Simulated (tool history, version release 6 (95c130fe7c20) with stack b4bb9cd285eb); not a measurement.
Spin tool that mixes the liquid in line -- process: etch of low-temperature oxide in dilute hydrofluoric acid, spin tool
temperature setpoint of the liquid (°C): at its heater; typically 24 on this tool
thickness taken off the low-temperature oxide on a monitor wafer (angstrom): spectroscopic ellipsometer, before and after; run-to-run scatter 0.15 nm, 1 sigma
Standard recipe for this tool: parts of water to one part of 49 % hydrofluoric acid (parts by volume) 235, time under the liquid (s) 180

run   hour  temperature setpoint of the liquid (°C)  parts of water to one part of 49 % hydrofluoric acid (parts by volume)  time under the liquid (s)  wafers since the last listed run  hours since the thermometer was replaced  hours since the hydrofluoric acid flow meter was replaced  hours since the gauge calibration  read-back film thickness of the low-temperature oxide reference wafer, read on the same gauge (nm)  thickness taken off the low-temperature oxide on a monitor wafer (angstrom)
  1      0                                       24                                                                     235                        180                                 0                                    3087.6                                                        732                              161.9                                                                                              119.99                                                                        192.9
  2   12.4                                       24                                                                     235                        180                               133                                      3100                                                      744.4                              174.3                                                                                              120.01                                                                          192
  3   22.9                                       24                                                                     235                        180                               113                                    3110.5                                                      754.9                              184.8                                                                                                 120                                                                        193.5
  4   30.1                                       20                                                                     235                        180                                77                                    3117.7                                                      762.1                                192                                                                                              119.98                                                                        167.5
  5   43.7                                       26                                                                     235                        180                               146                                    3131.3                                                      775.7                              205.6                                                                                                 120                                                                          207
  6   60.4                                       26                                                                     235                        180                               180                                      3148                                                      792.4                              222.3                                                                                              119.99                                                                        207.6
  7   76.3                                       26                                                                     235                        180                               171                                    3163.9                                                      808.3                              238.2                                                                                              120.01                                                                          208
  8   82.7                                       24                                                                     235                        250                                69                                    3170.3                                                      814.7                              244.6                                                                                                 120                                                                        267.5
  9   91.6                                       24                                                                     235                        250                                96                                    3179.2                                                      823.6                              253.5                                                                                              119.99                                                                        271.4
 10    104                                       24                                                                     235                        250                               133                                    3191.6                                                        836                              265.9                                                                                                 120                                                                        267.8
 11  118.2                                       24                                                                     235                        180                               153                                    3205.8                                                      850.2                              280.1                                                                                              119.99                                                                        195.1
 12  129.4                                       24                                                                     235                        180                               121                                      3217                                                      861.4                              291.3                                                                                              120.03                                                                        194.2
     138.1  -- hydrofluoric acid flow meter replaced
 13  138.6                                     26.5                                                                     235                        180                                88                                    3226.2                                                        0.5                              300.5                                                                                                 120                                                                        229.2
     144.2  -- thermometer replaced
 14  154.8                                       24                                                                     280                        150                               164                                      10.6                                                       16.7                              316.7                                                                                                 120                                                                        139.1
 15  167.8                                     20.5                                                                     300                        130                               140                                      23.6                                                       29.7                              329.7                                                                                              119.97                                                                         97.8
 16  184.5                                     25.5                                                                     235                        180                               180                                      40.3                                                       46.4                              346.4                                                                                                 120                                                                        219.9
 17  193.3                                       24                                                                     235                        275                                95                                      49.1                                                       55.2                              355.2                                                                                              120.02                                                                        321.4
     203.5  -- gauge calibrated
 18  210.9                                       24                                                                     235                        125                               190                                      66.7                                                       72.8                                7.4                                                                                              119.99                                                                        147.7
     217.7  -- hydrofluoric acid flow meter replaced, repeated, since the last time left the tool worse
 19  227.5                                       24                                                                     235                        180                               168                                      83.3                                                        9.8                                 24                                                                                              119.99                                                                        180.2
 20  244.4                                       28                                                                     120                        180                               182                                     100.2                                                       26.7                               40.9                                                                                              120.01                                                                        464.4
 21    260                                       24                                                                     235                        180                               168                                     115.8                                                       42.3                               56.5                                                                                              119.99                                                                        180.4
 22  295.8                                       24                                                                     125                        180                               386                                     151.6                                                       78.1                               92.3                                                                                                 120                                                                        382.2
 23  302.5                                     19.5                                                                     280                        180                                72                                     158.3                                                       84.8                                 99                                                                                              120.02                                                                        125.2
 24  319.6                                       24                                                                     235                        275                               184                                     175.4                                                      101.9                              116.1                                                                                              119.99                                                                        278.2

5 ways to go on from here, each from the tool as it stands after run 24. What would each give?
  A  320.1                                       24                                                                     235                        180                                 5                                     175.9                                                      102.4                              116.6                                                                                                   ?                                                                            ?
  B  320.1                                       24                                                                     235                        115                                 5                                     175.9                                                      102.4                              116.6                                                                                                   ?                                                                            ?
  C  320.1                                       24                                                                     235                        130                                 5                                     175.9                                                      102.4                              116.6                                                                                                   ?                                                                            ?
  D  320.1                                       24                                                                     140                        290                                 5                                     175.9                                                      102.4                              116.6                                                                                                   ?                                                                            ?
  E  320.1                                     27.5                                                                     270                        180                                 5                                     175.9                                                      102.4                              116.6                                                                                                   ?                                                                            ?

run  read-back film thickness of the low-temperature oxide reference wafer, read on the same gauge (nm)  thickness taken off the low-temperature oxide on a monitor wafer (angstrom)
  A                                                                                              120.01                                                                        182.7
  B                                                                                              120.01                                                                        116.8
  C                                                                                              120.01                                                                          132
  D                                                                                              120.01                                                                        547.4
  E                                                                                              120.01                                                                        173.4
Without the tool's hidden state the same runs would have given:
run  thickness taken off the low-temperature oxide on a monitor wafer (angstrom)
  A                                                                        178.1
  B                                                                        113.8
  C                                                                        128.7
  D                                                                        534.5
  E                                                                        168.9
